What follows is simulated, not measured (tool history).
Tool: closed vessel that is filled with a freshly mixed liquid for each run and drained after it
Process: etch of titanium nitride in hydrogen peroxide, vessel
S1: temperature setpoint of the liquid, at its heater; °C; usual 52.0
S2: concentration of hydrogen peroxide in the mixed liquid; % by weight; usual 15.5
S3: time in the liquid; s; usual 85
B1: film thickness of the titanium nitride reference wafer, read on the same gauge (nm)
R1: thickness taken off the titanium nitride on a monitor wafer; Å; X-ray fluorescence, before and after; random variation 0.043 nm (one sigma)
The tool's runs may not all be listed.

run   hour    S1    S2   S3       B1     R1
  1    0.0  52.0  15.5   85  129.961  45.19
  2   16.1  52.0  15.5   85  130.028  44.50
  3   24.2  52.0  15.5   85  130.072  44.43
  4   39.7  52.0  15.5   85  129.952  44.30
  5   51.2  52.0  15.5   85  130.052  44.55
  6   61.2  52.0  15.5   85  130.004  44.87
  7   76.4  52.0  15.5   85  129.960  45.03
  8   85.2  52.0  15.5   85  130.037  43.89
  9   95.8  46.5  12.0  135  129.987  44.35
 10  111.6  43.0  17.5  100  129.969  27.73
 11  127.7  52.0  15.5   85  130.017  44.80
 12  140.0  52.0  15.5   85  129.939  45.18
 13  156.0  52.0  18.0   85  130.014  46.69
 14  168.3  52.0  12.5  125  130.024  63.17
 15  178.8  52.0  15.5   85  129.974  44.31
 16  186.8  48.0  15.5   70  130.015  27.74
 17  205.4  43.0  17.5  100  130.032  27.56
 18  210.2  45.5  15.5   85  129.992  27.28
 19  250.3  57.5  14.0  125  130.029  94.06
 20  256.4  58.5  15.5   85  130.050  70.52
 21  263.1  48.5  17.0   85  129.987  35.43
 22  277.6  52.0  15.5   85  129.969  44.29
 23  290.6  52.0  15.5  120  130.014  62.49
 24  298.9  43.0  19.5   55  129.984  15.42
 25  315.3  52.0  15.5   85  129.959  44.45
 26  323.1  44.0  15.5   85  129.984  24.92
 27  337.9  58.5  13.5  110  129.995  88.76
 28  351.2  52.0  17.0   85  129.975  45.16
 29  365.9  52.0  15.5   85  130.010  43.93

Taken out of this log: 4 entries between the listed runs. Where each belongs, and how the hidden state differs across it:
Between runs 8 and 9: peroxide flow meter replaced (hour 90.1)
  no hidden state differs between the two runs
Between runs 14 and 15: gauge calibrated (hour 175.6)
  no hidden state differs between the two runs
Between runs 16 and 17: new drum of peroxide connected (hour 204.9)
  no hidden state differs between the two runs
Between runs 19 and 20: thermometer replaced (hour 252.1)
  no hidden state differs between the two runs
